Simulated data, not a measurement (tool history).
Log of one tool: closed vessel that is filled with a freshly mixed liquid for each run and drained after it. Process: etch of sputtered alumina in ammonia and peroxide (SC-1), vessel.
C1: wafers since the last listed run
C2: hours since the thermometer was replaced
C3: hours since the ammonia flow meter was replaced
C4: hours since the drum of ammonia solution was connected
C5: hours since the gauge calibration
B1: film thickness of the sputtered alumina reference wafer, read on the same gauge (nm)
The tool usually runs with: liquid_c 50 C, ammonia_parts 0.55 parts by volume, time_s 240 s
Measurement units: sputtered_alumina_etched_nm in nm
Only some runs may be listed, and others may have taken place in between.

Run 1, day 0: usual settings; C1 0; C2 20.8; C3 1647.3; C4 702.9; C5 242.4; B1 50.06. Result: sputtered_alumina_etched_nm 13.99 nm.
Run 2, day 0.65: usual settings but time_s 350 s; C1 965; C2 36.4; C3 1662.9; C4 718.5; C5 258; B1 50. Result: sputtered_alumina_etched_nm 20.46 nm.
Run 3, day 0.938: usual settings but time_s 350 s; C1 427; C2 43.3; C3 1669.8; C4 725.4; C5 264.9; B1 49.98. Result: sputtered_alumina_etched_nm 20.34 nm.
Run 4, day 1.625: usual settings but time_s 350 s; C1 1021; C2 59.8; C3 1686.3; C4 741.9; C5 281.4; B1 50.03. Result: sputtered_alumina_etched_nm 20.34 nm.
Run 5, day 1.904: usual settings; C1 414; C2 66.5; C3 1693; C4 748.6; C5 288.1; B1 50.01. Result: sputtered_alumina_etched_nm 14.01 nm.
At day 2.717: new drum of ammonia solution connected.
Run 6, day 4.083: usual settings but liquid_c 47 C, ammonia_parts 0.45 parts by volume, time_s 325 s; C1 3174; C2 118.8; C3 1745.3; C4 32.8; C5 340.4; B1 50.01. Result: sputtered_alumina_etched_nm 15.86 nm.
Run 7, day 4.646: usual settings but liquid_c 60 C, ammonia_parts 0.65 parts by volume, time_s 150 s; C1 835; C2 132.3; C3 1758.8; C4 46.3; C5 353.9; B1 49.98. Result: sputtered_alumina_etched_nm 15.23 nm.
Run 8, day 5.204: usual settings; C1 829; C2 145.7; C3 1772.2; C4 59.7; C5 367.3; B1 50.06. Result: sputtered_alumina_etched_nm 14.08 nm.
Run 9, day 5.533: usual settings but ammonia_parts 0.35 parts by volume, time_s 115 s; C1 488; C2 153.6; C3 1780.1; C4 67.6; C5 375.2; B1 49.98. Result: sputtered_alumina_etched_nm 6.47 nm.
Run 10, day 5.942: usual settings but liquid_c 58 C, ammonia_parts 0.65 parts by volume, time_s 310 s; C1 606; C2 163.4; C3 1789.9; C4 77.4; C5 385; B1 50.04. Result: sputtered_alumina_etched_nm 28.27 nm.
Run 11, day 6.258: usual settings but liquid_c 56.5 C, ammonia_parts 0.75 parts by volume; C1 470; C2 171; C3 1797.5; C4 85; C5 392.6; B1 50. Result: sputtered_alumina_etched_nm 20.53 nm.
At day 6.412: ammonia flow meter replaced.
Run 12, day 6.871: usual settings but ammonia_parts 0.3 parts by volume; C1 847; C2 185.7; C3 11; C4 99.7; C5 407.3; B1 50.03. Result: sputtered_alumina_etched_nm 13.23 nm.
Run 13, day 7.612: usual settings but time_s 380 s; C1 1101; C2 203.5; C3 28.8; C4 117.5; C5 425.1; B1 49.95. Result: sputtered_alumina_etched_nm 22.1 nm.
Run 14, day 8.292: usual settings but liquid_c 47.5 C, ammonia_parts 0.75 parts by volume; C1 1008; C2 219.8; C3 45.1; C4 133.8; C5 441.4; B1 50.01. Result: sputtered_alumina_etched_nm 12.6 nm.
Run 15, day 8.946: usual settings; C1 971; C2 235.5; C3 60.8; C4 149.5; C5 457.1; B1 49.95. Result: sputtered_alumina_etched_nm 14.03 nm.
Run 16, day 9.45: usual settings but time_s 275 s; C1 748; C2 247.6; C3 72.9; C4 161.6; C5 469.2; B1 50. Result: sputtered_alumina_etched_nm 15.98 nm.
At day 9.508: gauge calibrated.
Run 17, day 10.021: usual settings but liquid_c 44 C, ammonia_parts 0.75 parts by volume, time_s 320 s; C1 847; C2 261.3; C3 86.6; C4 175.3; C5 12.3; B1 50.01. Result: sputtered_alumina_etched_nm 13.69 nm.
Run 18, day 10.342: usual settings but liquid_c 56.5 C, ammonia_parts 0.4 parts by volume, time_s 305 s; C1 476; C2 269; C3 94.3; C4 183; C5 20; B1 49.98. Result: sputtered_alumina_etched_nm 24.4 nm.
Run 19, day 10.7: usual settings but ammonia_parts 0.4 parts by volume; C1 532; C2 277.6; C3 102.9; C4 191.6; C5 28.6; B1 50.02. Result: sputtered_alumina_etched_nm 13.54 nm.
Run 20, day 11.267: usual settings but liquid_c 53.5 C, ammonia_parts 0.7 parts by volume, time_s 120 s; C1 841; C2 291.2; C3 116.5; C4 205.2; C5 42.2; B1 50.02. Result: sputtered_alumina_etched_nm 8.62 nm.
Run 21, day 11.883: usual settings but time_s 315 s; C1 915; C2 306; C3 131.3; C4 220; C5 57; B1 50.03. Result: sputtered_alumina_etched_nm 18.31 nm.
Run 22, day 12.15: usual settings but liquid_c 59 C, ammonia_parts 0.75 parts by volume, time_s 180 s; C1 396; C2 312.4; C3 137.7; C4 226.4; C5 63.4; B1 50.03. Result: sputtered_alumina_etched_nm 17.36 nm.

For run 23, what comes out?
Run 23, day 12.721: usual settings but time_s 345 s; C1 847; C2 326.1; C3 151.4; C4 240.1; C5 77.1; B1 ?. Result: sputtered_alumina_etched_nm ?.

For run 23 the tool returned B1 49.98, sputtered_alumina_etched_nm 20.04 nm.
With no hidden state in the tool, this same run would have given sputtered_alumina_etched_nm 20.44 nm.

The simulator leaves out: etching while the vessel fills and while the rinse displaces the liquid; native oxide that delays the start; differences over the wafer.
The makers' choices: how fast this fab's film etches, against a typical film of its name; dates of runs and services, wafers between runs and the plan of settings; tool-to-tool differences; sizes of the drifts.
